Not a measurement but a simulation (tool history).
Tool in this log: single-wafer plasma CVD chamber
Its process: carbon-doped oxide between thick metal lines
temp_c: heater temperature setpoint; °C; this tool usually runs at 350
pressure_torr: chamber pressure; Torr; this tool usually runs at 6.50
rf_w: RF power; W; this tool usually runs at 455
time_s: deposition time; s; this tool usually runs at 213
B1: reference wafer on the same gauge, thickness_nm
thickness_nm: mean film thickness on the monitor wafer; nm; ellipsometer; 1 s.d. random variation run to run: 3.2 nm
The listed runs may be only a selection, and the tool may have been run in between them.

Run 1, hour 0.0: usual settings but rf_w 415 W; B1 909.608. Result: thickness_nm 990.538 nm.
Run 2, hour 68.7: usual settings but rf_w 415 W; B1 909.966. Result: thickness_nm 986.741 nm.
Run 3, hour 120.9: usual settings; B1 910.141. Result: thickness_nm 1029.789 nm.
Run 4, hour 167.4: usual settings; B1 910.267. Result: thickness_nm 1029.263 nm.
Run 5, hour 314.0: usual settings; B1 909.800. Result: thickness_nm 1028.471 nm.
Run 6, hour 344.1: usual settings; B1 910.151. Result: thickness_nm 1024.530 nm.
Run 7, hour 410.2: usual settings; B1 910.336. Result: thickness_nm 1021.750 nm.
At hour 436.5: thermocouple changed; heater temperature recalibrated.
At hour 447.8: gauge calibrated.
Run 8, hour 476.1: usual settings; B1 910.186. Result: thickness_nm 1019.400 nm.
Run 9, hour 546.7: usual settings; B1 909.639. Result: thickness_nm 1019.062 nm.
Run 10, hour 593.4: usual settings; B1 910.051. Result: thickness_nm 1018.844 nm.
Run 11, hour 743.2: usual settings but rf_w 410 W; B1 910.067. Result: thickness_nm 976.014 nm.
Run 12, hour 786.2: usual settings but temp_c 364 °C, pressure_torr 7.44 Torr, time_s 194 s; B1 910.150. Result: thickness_nm 911.780 nm.
Run 13, hour 838.9: usual settings but temp_c 340 °C; B1 910.628. Result: thickness_nm 1039.000 nm.
At hour 876.2: RF generator calibrated.
Run 14, hour 882.5: usual settings; B1 909.790. Result: thickness_nm 1040.781 nm.
Run 15, hour 916.0: usual settings but pressure_torr 7.50 Torr, rf_w 520 W; B1 909.953. Result: thickness_nm 1111.716 nm.
Run 16, hour 970.2: usual settings but time_s 191 s; B1 910.304. Result: thickness_nm 940.491 nm.
Run 17, hour 1014.0: usual settings but rf_w 380 W; B1 910.086. Result: thickness_nm 963.373 nm.
Run 18, hour 1044.3: usual settings but time_s 231 s; B1 910.447. Result: thickness_nm 1121.783 nm.
At hour 1067.1: capacitance manometer re-zeroed and calibrated.
Run 19, hour 1125.8: usual settings but temp_c 337 °C, rf_w 510 W; B1 910.239. Result: thickness_nm 1122.587 nm.
Run 20, hour 1184.4: usual settings but temp_c 356 °C; B1 909.713. Result: thickness_nm 1023.821 nm.
At hour 1218.8: showerhead replaced.
Run 21, hour 1228.3: usual settings but pressure_torr 5.39 Torr, rf_w 430 W, time_s 237 s; B1 909.933. Result: thickness_nm 1107.296 nm.
Run 22, hour 1296.7: usual settings but temp_c 355 °C; B1 910.153. Result: thickness_nm 1027.103 nm.
Run 23, hour 1353.4: usual settings but rf_w 430 W, time_s 254 s; B1 910.016. Result: thickness_nm 1202.816 nm.
Run 24, hour 1563.8: usual settings but temp_c 364 °C, pressure_torr 7.78 Torr, rf_w 530 W, time_s 227 s; B1 909.547. Result: thickness_nm 1145.840 nm.
Run 25, hour 1597.4: usual settings but temp_c 363 °C, rf_w 490 W; B1 910.074. Result: thickness_nm 1029.357 nm.
Run 26, hour 1633.0: usual settings; B1 909.812. Result: thickness_nm 1033.562 nm.
Run 27, hour 1673.3: usual settings; B1 910.168. Result: thickness_nm 1034.099 nm.
Run 28, hour 1712.0: usual settings but pressure_torr 7.69 Torr; B1 909.723. Result: thickness_nm 1049.792 nm.

Alternative continuations, all from the tool just after run 28; predict every row:
Run A, hour 1712.5: usual settings but rf_w 535 W; B1 ?. Result: thickness_nm ?.
Run B, hour 1712.5: usual settings but temp_c 357 °C, pressure_torr 5.61 Torr; B1 ?. Result: thickness_nm ?.
Run C, hour 1712.5: usual settings but pressure_torr 5.28 Torr, rf_w 520 W, time_s 197 s; B1 ?. Result: thickness_nm ?.
Run D, hour 1712.5: usual settings but pressure_torr 5.78 Torr, rf_w 390 W, time_s 226 s; B1 ?. Result: thickness_nm ?.

run       B1  thickness_nm
  A  910.284      1097.221
  B  910.284       993.505
  C  910.284       978.881
  D  910.284      1006.147
Without the tool's unlogged condition, the same runs would have read:
run  thickness_nm
  A      1107.774
  B      1004.623
  C       988.398
  D      1017.509
